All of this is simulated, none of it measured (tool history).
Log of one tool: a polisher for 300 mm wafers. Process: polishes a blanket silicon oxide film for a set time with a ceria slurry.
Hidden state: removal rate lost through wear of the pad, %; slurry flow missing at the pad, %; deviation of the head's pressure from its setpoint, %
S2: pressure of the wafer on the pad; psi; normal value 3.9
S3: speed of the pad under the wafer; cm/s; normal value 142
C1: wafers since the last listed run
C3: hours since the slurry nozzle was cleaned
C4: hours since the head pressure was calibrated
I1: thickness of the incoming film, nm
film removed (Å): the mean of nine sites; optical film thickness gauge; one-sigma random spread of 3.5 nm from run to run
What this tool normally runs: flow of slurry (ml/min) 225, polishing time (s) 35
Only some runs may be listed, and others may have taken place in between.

Run 1, hour 0.0: usual settings; C1 0; wafers polished on this pad 33; C3 396.3; C4 370.4; I1 1595.5. Result: film removed (Å) 2627.
Run 2, hour 30.9: usual settings; C1 467; wafers polished on this pad 501; C3 427.2; C4 401.3; I1 1589.3. Result: film removed (Å) 2579.
Run 3, hour 46.3: usual settings but S3 120 cm/s; C1 233; wafers polished on this pad 734; C3 442.6; C4 416.7; I1 1582.1. Result: film removed (Å) 2186.
Run 4, hour 67.9: usual settings but S2 2.8 psi; C1 327; wafers polished on this pad 1061; C3 464.2; C4 438.3; I1 1587.9. Result: film removed (Å) 1838.
Run 5, hour 84.2: usual settings; C1 246; wafers polished on this pad 1308; C3 480.5; C4 454.6; I1 1576.5. Result: film removed (Å) 2557.
Run 6, hour 147.1: usual settings; C1 952; wafers polished on this pad 2260; C3 543.4; C4 517.5; I1 1563.1. Result: film removed (Å) 2446.
Run 7, hour 176.9: usual settings; C1 451; wafers polished on this pad 2712; C3 573.2; C4 547.3; I1 1603.7. Result: film removed (Å) 2464.
Run 8, hour 195.9: usual settings but polishing time (s) 41; C1 287; wafers polished on this pad 2999; C3 592.2; C4 566.3; I1 1557.0. Result: film removed (Å) 2887.
At hour 215.5: head pressure recalibrated.
At hour 231.1: worn pad replaced by a new one.
Run 9, hour 231.8: usual settings but polishing time (s) 41; C1 452; wafers polished on this pad 11; C3 628.1; C4 16.3; I1 1597.0. Result: film removed (Å) 3111.
Run 10, hour 267.1: usual settings but polishing time (s) 41; C1 534; wafers polished on this pad 545; C3 663.4; C4 51.6; I1 1577.7. Result: film removed (Å) 3021.
Run 11, hour 343.3: usual settings; C1 1153; wafers polished on this pad 1699; C3 739.6; C4 127.8; I1 1612.2. Result: film removed (Å) 2510.
Run 12, hour 364.4: usual settings; C1 319; wafers polished on this pad 2019; C3 760.7; C4 148.9; I1 1610.4. Result: film removed (Å) 2514.
Run 13, hour 384.0: usual settings; C1 296; wafers polished on this pad 2315; C3 780.3; C4 168.5; I1 1607.5. Result: film removed (Å) 2434.
Run 14, hour 400.1: usual settings; C1 243; wafers polished on this pad 2559; C3 796.4; C4 184.6; I1 1594.2. Result: film removed (Å) 2401.
At hour 415.9: worn pad replaced by a new one.
At hour 421.4: slurry nozzle cleaned.
Run 15, hour 423.0: usual settings; C1 271; wafers polished on this pad 91; C3 1.6; C4 207.5; I1 1613.6. Result: film removed (Å) 2524.
Run 16, hour 436.7: usual settings; C1 207; wafers polished on this pad 299; C3 15.3; C4 221.2; I1 1603.0. Result: film removed (Å) 2548.
Run 17, hour 454.5: usual settings but polishing time (s) 27; C1 269; wafers polished on this pad 568; C3 33.1; C4 239.0; I1 1580.8. Result: film removed (Å) 1963.
Run 18, hour 485.0: usual settings but S3 126 cm/s, polishing time (s) 46; C1 461; wafers polished on this pad 1030; C3 63.6; C4 269.5; I1 1613.3. Result: film removed (Å) 2945.
Run 19, hour 510.6: usual settings but S2 4.3 psi, polishing time (s) 27; C1 387; wafers polished on this pad 1418; C3 89.2; C4 295.1; I1 1591.7. Result: film removed (Å) 2122.
Run 20, hour 531.8: usual settings but flow of slurry (ml/min) 150; C1 321; wafers polished on this pad 1739; C3 110.4; C4 316.3; I1 1603.4. Result: film removed (Å) 2313.
Run 21, hour 565.7: usual settings but S2 5.1 psi; C1 513; wafers polished on this pad 2252; C3 144.3; C4 350.2; I1 1580.4. Result: film removed (Å) 3252.
Run 22, hour 639.5: usual settings but flow of slurry (ml/min) 155; C1 1117; wafers polished on this pad 3370; C3 218.1; C4 424.0; I1 1577.6. Result: film removed (Å) 2197.
At hour 655.1: worn pad replaced by a new one.
Run 23, hour 669.8: usual settings but S3 112 cm/s; C1 398; wafers polished on this pad 222; C3 248.4; C4 454.3; I1 1576.1. Result: film removed (Å) 2077.
Run 24, hour 698.9: usual settings; C1 440; wafers polished on this pad 663; C3 277.5; C4 483.4; I1 1621.7. Result: film removed (Å) 2646.
Run 25, hour 773.2: usual settings; C1 1125; wafers polished on this pad 1788; C3 351.8; C4 557.7; I1 1576.9. Result: film removed (Å) 2533.
Run 26, hour 789.9: usual settings but S2 2.7 psi, S3 168 cm/s; C1 252; wafers polished on this pad 2041; C3 368.5; C4 574.4; I1 1613.1. Result: film removed (Å) 2092.
At hour 812.4: head pressure recalibrated.
Run 27, hour 816.1: usual settings; C1 366; wafers polished on this pad 2407; C3 394.7; C4 3.7; I1 1577.8. Result: film removed (Å) 2428.
Run 28, hour 850.4: usual settings; C1 519; wafers polished on this pad 2927; C3 429.0; C4 38.0; I1 1582.9. Result: film removed (Å) 2382.
At hour 884.8: worn pad replaced by a new one.
Run 29, hour 885.3: usual settings but S3 182 cm/s; C1 467; wafers polished on this pad 7; C3 463.9; C4 72.9; I1 1572.0. Result: film removed (Å) 3415.
Run 30, hour 903.6: usual settings but flow of slurry (ml/min) 205; C1 277; wafers polished on this pad 284; C3 482.2; C4 91.2; I1 1592.2. Result: film removed (Å) 2616.
Run 31, hour 938.2: usual settings but S2 3.0 psi; C1 523; wafers polished on this pad 808; C3 516.8; C4 125.8; I1 1597.0. Result: film removed (Å) 2051.
Run 32, hour 1012.5: usual settings but flow of slurry (ml/min) 300, polishing time (s) 40; C1 1125; wafers polished on this pad 1933; C3 591.1; C4 200.1; I1 1616.2. Result: film removed (Å) 2900.
Run 33, hour 1027.6: usual settings; C1 228; wafers polished on this pad 2161; C3 606.2; C4 215.2; I1 1605.9. Result: film removed (Å) 2488.
Run 34, hour 1053.4: usual settings but flow of slurry (ml/min) 295, S2 4.7 psi, S3 160 cm/s, polishing time (s) 27; C1 390; wafers polished on this pad 2552; C3 632.0; C4 241.0; I1 1597.6. Result: film removed (Å) 2633.
Run 35, hour 1083.0: usual settings but S2 3.4 psi, S3 128 cm/s; C1 448; wafers polished on this pad 3000; C3 661.6; C4 270.6; I1 1591.7. Result: film removed (Å) 1915.

Measured minus without-hidden-state, run by run (identical run-to-run variation in each term; gauge scatter may differ):
run  film removed (Å)
  1               -13
  2               -19
  3               -21
  4               -28
  5               -52
  6              -126
  7              -181
  8              -261
  9                -4
 10               -11
 11               -67
 12               -95
 13              -121
 14              -147
 15               -72
 16               -75
 17               -62
 18              -114
 19              -101
 20              -132
 21              -253
 22              -318
 23                -6
 24               -16
 25               -78
 26               -83
 27              -137
 28              -200
 29               -23
 30               -19
 31               -25
 32              -117
 33              -122
 34              -177
 35              -176

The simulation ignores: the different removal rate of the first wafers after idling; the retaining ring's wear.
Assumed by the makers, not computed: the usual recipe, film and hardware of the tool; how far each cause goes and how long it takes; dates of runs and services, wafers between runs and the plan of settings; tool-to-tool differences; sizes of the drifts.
